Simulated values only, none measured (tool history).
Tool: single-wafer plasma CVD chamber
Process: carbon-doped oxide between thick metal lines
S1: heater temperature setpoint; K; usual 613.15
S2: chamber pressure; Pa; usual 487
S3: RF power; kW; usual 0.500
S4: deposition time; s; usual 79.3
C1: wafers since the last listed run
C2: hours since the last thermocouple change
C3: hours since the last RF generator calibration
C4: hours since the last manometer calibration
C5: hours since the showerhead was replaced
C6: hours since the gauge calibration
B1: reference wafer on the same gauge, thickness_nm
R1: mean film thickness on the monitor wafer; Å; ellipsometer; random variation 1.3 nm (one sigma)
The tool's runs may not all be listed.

run     day      S1   S2     S3    S4    C1      C2      C3      C4      C5      C6       B1       R1
  1   0.000  613.15  487  0.500  79.3     0   801.7   279.0  2121.8  3058.2    36.1  319.763  3936.13
  2   2.288  613.15  487  0.500  79.3   517   856.6   333.9  2176.7  3113.1    91.0  320.068  3912.11
  3   3.458  613.15  487  0.500  79.3   264   884.7   362.0  2204.8  3141.2   119.1  320.035  3913.61
  4  10.754  613.15  487  0.500  79.3  1649  1059.8   537.1  2379.9  3316.3   294.2  319.929  3930.82
  5  11.842  613.15  487  0.500  79.3   245  1085.9   563.2  2406.0  3342.4   320.3  320.151  3920.60
  6  13.604  613.15  487  0.500  79.3   398  1128.2   605.5  2448.3  3384.7   362.6  319.953  3926.74
  7  17.129  613.15  487  0.500  79.3   797  1212.8   690.1  2532.9  3469.3   447.2  319.976  3908.61
  8  18.279  613.15  487  0.500  79.3   260  1240.4   717.7  2560.5  3496.9   474.8  320.123  3929.54
  9  20.075  613.15  487  0.500  79.3   406  1283.5   760.8  2603.6  3540.0   517.9  320.025  3917.97
 10  22.692  613.15  487  0.500  79.3   591  1346.3   823.6  2666.4  3602.8   580.7  319.953  3908.15
 11  23.712  618.15  487  0.500  73.7   230  1370.8   848.1  2690.9  3627.3   605.2  319.992  3622.12
 12  26.179  618.15  487  0.500  73.7   557  1430.0   907.3  2750.1  3686.5   664.4  319.893  3611.23
     26.771  -- showerhead replaced
 13  28.125  613.15  423  0.500  90.6   364  1476.7   954.0  2796.8    32.5   711.1  320.005  4418.41
     28.633  -- thermocouple changed; heater temperature recalibrated
 14  29.567  613.15  487  0.500  79.3   250    22.4   988.6  2831.4    67.1   745.7  319.947  3964.98
 15  31.854  620.15  537  0.410  93.4   517    77.3  1043.5  2886.3   122.0   800.6  320.104  4056.15
     33.596  -- capacitance manometer re-zeroed and calibrated
 16  33.617  613.15  423  0.500  90.6   323   119.6  1085.8     0.5   164.3   842.9  320.129  4504.08
 17  35.850  621.15  603  0.550  79.3   505   173.2  1139.4    54.1   217.9   896.5  319.947  4209.98
 18  37.104  613.15  487  0.500  79.3   283   203.3  1169.5    84.2   248.0   926.6  319.911  3960.52
 19  39.412  613.15  487  0.500  79.3   521   258.7  1224.9   139.6   303.4   982.0  319.954  3960.30
 20  41.762  613.15  436  0.500  79.3   531   315.1  1281.3   196.0   359.8  1038.4  320.061  3958.20
     44.979  -- thermocouple changed; heater temperature recalibrated, repeated, since the last time left the tool worse
 21  46.012  613.15  487  0.545  79.3   885    24.8  1383.3   298.0   461.8  1140.4  320.267  4101.64
     46.838  -- gauge calibrated
 22  48.492  613.15  487  0.540  79.3   560    84.3  1442.8   357.5   521.3    39.7  319.749  4072.77
     53.483  -- RF generator calibrated
 23  56.525  613.15  407  0.500  73.2  1741   277.1    73.0   550.3   714.1   232.5  320.286  3560.99
 24  57.854  628.15  600  0.500  79.3   300   309.0   104.9   582.2   746.0   264.4  319.960  3872.31
 25  59.062  622.15  487  0.500  64.2   273   338.0   133.9   611.2   775.0   293.4  320.099  3077.71
 26  67.221  628.15  600  0.500  79.3  1844   533.8   329.7   807.0   970.8   489.2  320.235  3875.94

4 ways to go on from here, each from the tool as it stands after run 26. What would each give?
  A  67.238  613.15  487  0.500  67.5   3  534.2  330.1  807.4  971.2  489.6   ?   ?
  B  67.238  627.15  487  0.545  74.8   3  534.2  330.1  807.4  971.2  489.6   ?   ?
  C  67.238  619.15  448  0.500  86.4   3  534.2  330.1  807.4  971.2  489.6   ?   ?
  D  67.238  627.15  487  0.420  85.6   3  534.2  330.1  807.4  971.2  489.6   ?   ?

run       B1       R1
  A  319.704  3332.63
  B  319.704  3754.72
  C  319.704  4164.36
  D  319.704  3648.91
Without the tool's hidden state the same runs would have given:
run       R1
  A  3315.86
  B  3738.96
  C  4145.17
  D  3633.58
